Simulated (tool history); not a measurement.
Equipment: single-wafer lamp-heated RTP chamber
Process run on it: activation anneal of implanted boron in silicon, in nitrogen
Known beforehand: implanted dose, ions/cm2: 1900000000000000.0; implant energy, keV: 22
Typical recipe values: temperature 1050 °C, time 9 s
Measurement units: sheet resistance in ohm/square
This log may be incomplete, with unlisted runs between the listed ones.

run   hour  temperature  time  read-back reference wafer on the same gauge, sheet resistance  sheet resistance
  1      0         1050     9                                                          67.33             65.12
  2   28.5         1050     9                                                          67.39             65.34
  3   48.2         1050    11                                                          67.43             65.08
  4   72.6         1050    11                                                           67.4                65
  5  100.3         1050    11                                                          67.31             64.47
  6    114         1050     9                                                          67.42             64.72
  7  130.8         1050     9                                                          67.24             65.14
  8  147.4         1050     9                                                          67.42             65.17
  9  166.9         1050     9                                                          67.37             64.73
 10  180.4         1050     9                                                          67.41             64.84
 11  198.8         1050     9                                                          67.43             64.57
 12    212         1050     9                                                          67.46             65.16
 13  237.7         1050     9                                                          67.49             64.82
 14  259.1         1050     9                                                          67.45             65.09
 15    285         1050     9                                                          67.36             65.06
 16  306.7         1034     4                                                          67.45             68.43
 17  330.3         1050     9                                                          67.43             65.02
 18  352.8         1067    13                                                           67.5             62.64
 19  373.2         1050     9                                                          67.46             64.75
 20  408.9         1050    12                                                          67.34             64.31
 21  433.6         1063    11                                                          67.43             63.16
     452.9  -- pyrometer window cleaned and pyrometer calibrated
 22  454.4         1025    14                                                          67.34             69.17
 23    479         1035    11                                                          67.49             67.73
 24  494.2         1063     9                                                          67.31             64.63
     523.9  -- reflector plate cleaned
 25    526         1050     9                                                           67.4              65.8
 26  547.5         1050     7                                                          67.47             65.99
 27  581.5         1040     6                                                          67.43             67.84
 28  604.7         1050     9                                                          67.39             65.49
       629  -- gauge calibrated
 29  631.3         1050     9                                                          67.43             65.05
 30  665.6         1071    11                                                          67.42             63.22
 31  681.6         1042    11                                                           67.4             65.76
 32  758.7         1079     4                                                          67.45             64.06
 33  794.1         1050     9                                                          67.46             64.85
 34  828.8         1031     7                                                          67.36             67.92
 35    854         1050     9                                                           67.3             64.75
 36  885.3         1025     6                                                          67.45             69.14
 37    902         1037    11                                                          67.47             65.95

4 ways to go on from here, each from the tool as it stands after run 37. What would each give?
  A  902.4         1074     9                                                              ?                 ?
  B  902.4         1063     6                                                              ?                 ?
  C  902.4         1064     4                                                              ?                 ?
  D  902.4         1036     4                                                              ?                 ?

run  read-back reference wafer on the same gauge, sheet resistance  sheet resistance
  A                                                          67.35             63.31
  B                                                          67.35             64.75
  C                                                          67.35             65.28
  D                                                          67.35             68.64
Stripped of hidden state, with their random variation kept, the same runs would have yielded:
run  sheet resistance
  A             64.09
  B              65.8
  C              66.5
  D             70.57
